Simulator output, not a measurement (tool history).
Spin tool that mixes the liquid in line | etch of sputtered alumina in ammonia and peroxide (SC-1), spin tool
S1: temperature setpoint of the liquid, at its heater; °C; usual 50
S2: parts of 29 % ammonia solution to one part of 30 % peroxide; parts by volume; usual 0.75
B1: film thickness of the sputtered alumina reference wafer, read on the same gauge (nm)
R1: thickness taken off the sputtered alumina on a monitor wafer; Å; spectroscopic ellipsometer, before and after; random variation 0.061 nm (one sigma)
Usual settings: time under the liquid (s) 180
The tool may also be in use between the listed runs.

{"run": 1, "hour": 0.0, "S1": 50, "S2": 0.75, "time under the liquid (s)": 200, "B1": 140.01, "R1": 66.2}
{"run": 2, "hour": 60.5, "S1": 50, "S2": 0.75, "time under the liquid (s)": 180, "B1": 140.01, "R1": 59.6}
{"run": 3, "hour": 121.7, "S1": 50, "S2": 0.75, "time under the liquid (s)": 180, "B1": 140.01, "R1": 58.7}
{"run": 4, "hour": 170.5, "S1": 50, "S2": 0.75, "time under the liquid (s)": 180, "B1": 139.98, "R1": 58.4}
{"run": 5, "hour": 253.0, "S1": 50, "S2": 0.75, "time under the liquid (s)": 180, "B1": 140, "R1": 58.7}
{"run": 6, "hour": 314.8, "S1": 57, "S2": 0.75, "time under the liquid (s)": 95, "B1": 139.99, "R1": 45.7}
{"run": 7, "hour": 394.5, "S1": 50, "S2": 0.75, "time under the liquid (s)": 180, "B1": 139.99, "R1": 56.9}
{"run": 8, "hour": 695.2, "S1": 50, "S2": 0.75, "time under the liquid (s)": 180, "B1": 140.02, "R1": 58.3}
{"run": 9, "hour": 772.6, "S1": 50, "S2": 0.75, "time under the liquid (s)": 180, "B1": 140, "R1": 56.3}
{"run": 10, "hour": 834.2, "S1": 50, "S2": 0.75, "time under the liquid (s)": 180, "B1": 139.98, "R1": 56.3}
{"run": 11, "hour": 926.0, "S1": 50, "S2": 1.1, "time under the liquid (s)": 270, "B1": 139.98, "R1": 87.7}
{"run": 12, "hour": 963.9, "S1": 50, "S2": 0.75, "time under the liquid (s)": 180, "B1": 140.01, "R1": 57.7}
{"run": 13, "hour": 1042.4, "S1": 50, "S2": 0.75, "time under the liquid (s)": 180, "B1": 139.98, "R1": 57.2}
{"run": 14, "hour": 1092.0, "S1": 50, "S2": 0.75, "time under the liquid (s)": 245, "B1": 139.98, "R1": 76.3}
{"run": 15, "hour": 1156.0, "S1": 50, "S2": 0.75, "time under the liquid (s)": 180, "B1": 139.96, "R1": 56.2}
{"run": 16, "hour": 1222.4, "S1": 50, "S2": 1.1, "time under the liquid (s)": 270, "B1": 140.05, "R1": 87.5}
{"run": 17, "hour": 1324.0, "S1": 50, "S2": 0.75, "time under the liquid (s)": 220, "B1": 139.98, "R1": 67.2}
{"run": 18, "hour": 1412.5, "S1": 50, "S2": 0.55, "time under the liquid (s)": 75, "B1": 140.03, "R1": 26.8}
{"run": 19, "hour": 1476.3, "S1": 50, "S2": 0.75, "time under the liquid (s)": 280, "B1": 140.03, "R1": 102.8}
{"run": 20, "hour": 1542.8, "S1": 50, "S2": 0.95, "time under the liquid (s)": 110, "B1": 140.05, "R1": 41.3}
{"run": 21, "hour": 1649.8, "S1": 50, "S2": 0.65, "time under the liquid (s)": 180, "B1": 140, "R1": 64.3}
{"run": 22, "hour": 1698.4, "S1": 50, "S2": 0.75, "time under the liquid (s)": 180, "B1": 140.01, "R1": 65.9}
{"run": 23, "hour": 1784.1, "S1": 46, "S2": 0.4, "time under the liquid (s)": 125, "B1": 140.05, "R1": 34}
{"run": 24, "hour": 1889.0, "S1": 59, "S2": 0.75, "time under the liquid (s)": 110, "B1": 140.04, "R1": 64.4}
{"run": 25, "hour": 1943.7, "S1": 40.5, "S2": 1.05, "time under the liquid (s)": 290, "B1": 139.98, "R1": 62.4}
{"run": 26, "hour": 2006.4, "S1": 50, "S2": 0.75, "time under the liquid (s)": 180, "B1": 140, "R1": 65}

Not shown: 6 entries that the log had between the listed runs. Between which runs, and how does the tool's hidden state differ before and after?
Between runs 7 and 8: thermometer replaced (hour 590.9); ammonia flow meter replaced (hour 656.4)
  temperature lost on the way to the wafer (K): 2.8 -> 3.04
  measured less the result without the state, R1: -9.6 -> -10.8 Å
Between runs 9 and 10: gauge calibrated (hour 781.9)
  temperature lost on the way to the wafer (K): 3.1 -> 3.14
  measured less the result without the state, R1: -10.6 -> -10.7 Å
Between runs 11 and 12: new drum of ammonia solution connected (hour 947.6)
  temperature lost on the way to the wafer (K): 3.22 -> 3.25
  measured less the result without the state, R1: -17.1 -> -11.4 Å
Between runs 17 and 18: heated supply line repaired (hour 1341.2)
  temperature lost on the way to the wafer (K): 3.53 -> 0.462
  measured less the result without the state, R1: -14.6 -> -0.7 Å
Between runs 19 and 20: ammonia flow meter replaced (hour 1540)
  temperature lost on the way to the wafer (K): 0.512 -> 0.564
  measured less the result without the state, R1: -2.9 -> -1.3 Å
